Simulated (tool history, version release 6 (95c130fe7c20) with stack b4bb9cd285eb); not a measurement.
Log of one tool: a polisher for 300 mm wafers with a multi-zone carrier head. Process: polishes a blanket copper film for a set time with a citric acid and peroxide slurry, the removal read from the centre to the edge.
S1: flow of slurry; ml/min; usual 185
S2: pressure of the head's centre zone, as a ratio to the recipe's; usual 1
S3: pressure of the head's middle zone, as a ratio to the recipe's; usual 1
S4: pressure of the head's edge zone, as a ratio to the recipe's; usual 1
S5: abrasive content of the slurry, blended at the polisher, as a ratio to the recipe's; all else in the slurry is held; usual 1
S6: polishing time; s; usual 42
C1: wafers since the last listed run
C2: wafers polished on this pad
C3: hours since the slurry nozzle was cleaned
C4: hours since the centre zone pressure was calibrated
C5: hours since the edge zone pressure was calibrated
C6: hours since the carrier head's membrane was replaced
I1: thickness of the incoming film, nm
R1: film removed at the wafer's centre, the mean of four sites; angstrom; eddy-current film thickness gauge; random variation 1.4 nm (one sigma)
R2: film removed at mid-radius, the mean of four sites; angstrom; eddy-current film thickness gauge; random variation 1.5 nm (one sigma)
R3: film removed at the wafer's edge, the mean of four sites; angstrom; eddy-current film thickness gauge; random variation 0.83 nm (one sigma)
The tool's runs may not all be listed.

run	day	S1	S2	S3	S4	S5	S6	C1	C2	C3	C4	C5	C6	I1	R1	R2	R3
1	0	185	1	1	1	1	42	0	52	99.1	225	104.8	860.2	740.9	1305	1155	1187
2	3.392	185	1	1	1	1	42	817	870	180.5	306.4	186.2	941.6	728.5	1309	1176	1199
3	6.133	185	1.08	1.08	1	1	42	661	1531	246.3	372.2	252	1007.4	739.8	1414	1246	1182
# day 7.812: worn pad replaced by a new one
4	9.612	185	1.08	1.08	1	1	42	798	434	329.8	455.7	335.5	1090.9	732.4	1401	1242	1186
5	13.558	185	0.94	1	1	1	42	951	1385	424.5	550.4	430.2	1185.6	745.7	1186	1127	1175
# day 14.4: edge zone pressure recalibrated
6	17.279	185	1	1	0.92	1	42	877	2262	513.8	639.7	69.1	1274.9	737	1267	1148	1129
# day 17.671: worn pad replaced by a new one
# day 18.212: carrier head's membrane replaced by a new one
7	19.017	185	1	1.04	1	1	42	328	274	555.5	681.4	110.8	19.3	741.2	1241	1150	1162
# day 19.692: centre zone pressure recalibrated
8	21.538	185	1	1	1	1	42	587	861	616	44.3	171.3	79.8	743.2	1144	1087	1135
9	23.417	220	1	1	1	1	42	453	1314	661.1	89.4	216.4	124.9	738.7	1181	1111	1153
# day 26.738: slurry nozzle cleaned
# day 27.654: worn pad replaced by a new one
10	27.704	185	1	1	1	1	42	983	12	23.2	192.3	319.3	227.8	756.1	1266	1145	1184
11	29.867	120	1	1	1.05	1.1	35	521	533	75.1	244.2	371.2	279.7	731.2	969	880	955
12	31.646	185	1	1	1	1	42	428	962	117.8	286.9	413.9	322.4	734.2	1285	1177	1198
# day 33.738: edge zone pressure recalibrated
# day 35.588: worn pad replaced by a new one
13	35.996	135	0.89	1	1.07	1	42	988	98	222.2	391.3	54.2	426.8	748.7	1046	1051	1152
14	38.542	185	1	1	1	1	42	613	711	283.3	452.4	115.3	487.9	735.8	1317	1134	1165
15	41.946	160	1	1	0.92	1	42	820	1532	365	534.1	197	569.6	751.7	1244	1072	1111
16	43.721	185	1	1	1.11	0.85	29	427	1960	407.6	576.7	239.6	612.2	729.5	869	741	814

Hidden state or all else? Some run-to-run changes of R1, split into what the settings, what came in and random variation would give without the hidden state, and what is left for the hidden state (with any gauge scatter that isn't in both results):
The hidden state here: removal rate lost through wear of the pad, %; slurry flow missing at the pad, %; deviation of the centre zone's pressure from its setpoint, %; deviation of the edge zone's pressure from its setpoint, %.
Run 9 -> 10: S1 220 -> 185, slurry nozzle cleaned, worn pad replaced by a new one. R1 +85 angstrom: hidden state +118, all else -33.
Run 15 -> 16: S1 160 -> 185, S4 0.92 -> 1.11, S5 1 -> 0.85, S6 42 -> 29. R1 -375 angstrom: hidden state -19, all else -356.
